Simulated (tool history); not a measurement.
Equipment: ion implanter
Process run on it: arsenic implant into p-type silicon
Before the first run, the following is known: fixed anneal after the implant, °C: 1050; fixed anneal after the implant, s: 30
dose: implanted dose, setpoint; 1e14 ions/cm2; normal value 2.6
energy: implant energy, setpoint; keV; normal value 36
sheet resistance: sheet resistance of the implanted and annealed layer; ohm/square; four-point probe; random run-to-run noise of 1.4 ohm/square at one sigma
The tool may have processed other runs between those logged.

run	hour	dose	energy	read-back reference wafer on the same gauge, sheet resistance	sheet resistance
1	0	2.6	36	360.16	303.02
2	17.5	2.6	36	359.92	299.91
3	91.5	2.6	36	360.17	300.21
4	119.7	2.6	27	359.91	310.15
5	141.8	2.6	36	359.3	299.96
6	175.7	2.11	36	359.82	352.89
7	203.8	2.6	36	360.07	300.25
8	224.5	2.6	36	360.18	301.57
9	241.3	2.6	36	359.41	299.77
10	264.8	2.6	33	359.94	303.14
11	288.2	2.6	36	359.91	298.68
12	320.9	2.6	36	359.99	298.25
13	376.4	2.6	36	359.84	298.15
14	396.2	2.6	36	359.41	298.55
15	416.8	2.6	27.5	360.2	308.39
16	505.7	2.6	36	360.24	295.82
17	530.1	3.29	47.5	360.45	239.7
18	557.3	2.6	36	360.5	297.5
19	575.4	2.96	45.5	360.07	260.96
20	596.3	2.6	36	360.3	296.4
# hour 613.1: gauge calibrated
21	627.4	2.28	40	360.47	320.07
22	659	2.4	26.5	360.42	329.63
# hour 676.1: extraction supply calibrated
23	682.3	1.85	40.5	359.29	372.02
24	717	2.37	36	359.53	318.76
25	732.8	2.6	36	359.61	299.31
26	749.6	2.6	36	360.31	293.55
# hour 763.5: Faraday cup replaced and dose calibrated
27	764	3.23	31	359.89	263.46
28	792.1	3.14	36	360.07	264.16
29	820.4	2.19	47	359.19	335.16
30	839.5	2.39	31	359.7	333.1
31	860	2.3	43.5	359.75	323.63
32	874	1.9	36	360.06	385.21
33	896.3	2.6	36	360.4	306.97
34	923.6	2.3	43.5	360.19	324.39
35	954.1	2.6	36	359.72	304.13
36	972.1	2.6	36	360.22	302.94
37	998.8	2.16	41.5	359.87	343.28

4 options for the next run, each taken on its own from the tool as it stands now. Forecast them:
A	999.2	2.6	36	?	?
B	999.2	2.26	32.5	?	?
C	999.2	2.6	45.5	?	?
D	999.2	2.91	40.5	?	?

run	read-back reference wafer on the same gauge, sheet resistance	sheet resistance
A	359.94	303.55
B	359.94	341.85
C	359.94	293.81
D	359.94	274.43
The same runs, with their run-to-run variation unchanged, on a tool lacking any hidden condition would have given:
run	sheet resistance
A	304.94
B	343.4
C	295.14
D	275.7
